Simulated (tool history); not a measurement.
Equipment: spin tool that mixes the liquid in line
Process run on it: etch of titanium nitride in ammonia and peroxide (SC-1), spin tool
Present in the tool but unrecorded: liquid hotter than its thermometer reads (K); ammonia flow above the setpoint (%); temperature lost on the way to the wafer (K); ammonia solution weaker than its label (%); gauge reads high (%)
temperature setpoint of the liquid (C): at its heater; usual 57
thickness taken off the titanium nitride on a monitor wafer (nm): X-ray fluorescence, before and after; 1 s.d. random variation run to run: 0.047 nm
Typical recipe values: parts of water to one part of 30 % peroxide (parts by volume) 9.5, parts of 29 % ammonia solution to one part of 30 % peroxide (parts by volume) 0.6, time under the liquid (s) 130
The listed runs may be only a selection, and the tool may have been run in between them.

run	day	temperature setpoint of the liquid (C)	parts of water to one part of 30 % peroxide (parts by volume)	parts of 29 % ammonia solution to one part of 30 % peroxide (parts by volume)	time under the liquid (s)	wafers since the last listed run	hours since the thermometer was replaced	hours since the ammonia flow meter was replaced	hours since the heated supply line was repaired	hours since the drum of ammonia solution was connected	hours since the gauge calibration	read-back film thickness of the titanium nitride reference wafer, read on the same gauge (nm)	thickness taken off the titanium nitride on a monitor wafer (nm)
1	0	53.5	11	0.6	130	0	80	845.5	238.3	1220.7	256	121.49	9.61
2	1.479	57	9.5	0.6	160	387	115.5	881	273.8	1256.2	291.5	121.61	16.19
3	2.525	50	14.5	0.6	130	274	140.6	906.1	298.9	1281.3	316.6	121.75	6.52
# day 3.467: new drum of ammonia solution connected
4	6.054	57	9.5	0.6	50	914	225.3	990.8	383.6	62.1	401.3	122.12	5.04
5	6.579	57	9.5	0.6	130	137	237.9	1003.4	396.2	74.7	413.9	122.21	13.12
6	7.292	57	9.5	0.7	80	186	255	1020.5	413.3	91.8	431	122.26	8.3
7	7.979	57	9.5	0.6	130	180	271.5	1037	429.8	108.3	447.5	122.34	13.31
8	8.771	66.5	11.5	0.35	65	207	290.5	1056	448.8	127.3	466.5	122.44	10.06
9	10.158	57	13	0.6	130	363	323.8	1089.3	482.1	160.6	499.8	122.61	11.21
10	10.792	47.5	14	0.6	130	166	339	1104.5	497.3	175.8	515	122.68	5.63
11	11.358	51	12	0.75	130	148	352.6	1118.1	510.9	189.4	528.6	122.69	8.11
# day 12.683: ammonia flow meter replaced
12	12.704	57	9.5	0.6	130	341	384.9	0.5	543.2	221.7	560.9	122.86	13.29
13	13.362	53.5	11.5	0.6	130	172	400.7	16.3	559	237.5	576.7	122.89	9.48
14	14.221	51.5	9.5	0.6	130	225	421.3	36.9	579.6	258.1	597.3	123.04	9.14
15	15.138	57	9.5	0.6	130	240	443.3	58.9	601.6	280.1	619.3	123.15	13.34
16	15.908	47	9.5	0.4	130	202	461.8	77.4	620.1	298.6	637.8	123.15	6.26
17	16.821	57	6	0.6	130	239	483.7	99.3	642	320.5	659.7	123.28	16.79
18	17.383	57	9.5	0.6	130	147	497.2	112.8	655.5	334	673.2	123.38	13.31
19	18.012	53	9.5	0.35	130	164	512.3	127.9	670.6	349.1	688.3	123.41	9.28
20	19.171	65	9.5	0.6	130	303	540.1	155.7	698.4	376.9	716.1	123.53	22.51
21	20.133	64	13.5	0.75	175	252	563.2	178.8	721.5	400	739.2	123.66	24.5
22	20.988	53	9.5	0.6	130	223	583.7	199.3	742	420.5	759.7	123.7	10.23

Run 23 comes next. What will it give?
23	21.771	57	14	0.85	130	205	602.5	218.1	760.8	439.3	778.5	?	?

read-back film thickness of the titanium nitride reference wafer, read on the same gauge (nm): 123.78
thickness taken off the titanium nitride on a monitor wafer (nm): 11.57
Had the tool carried no hidden state, the very same run would have given thickness taken off the titanium nitride on a monitor wafer (nm) 11.21.
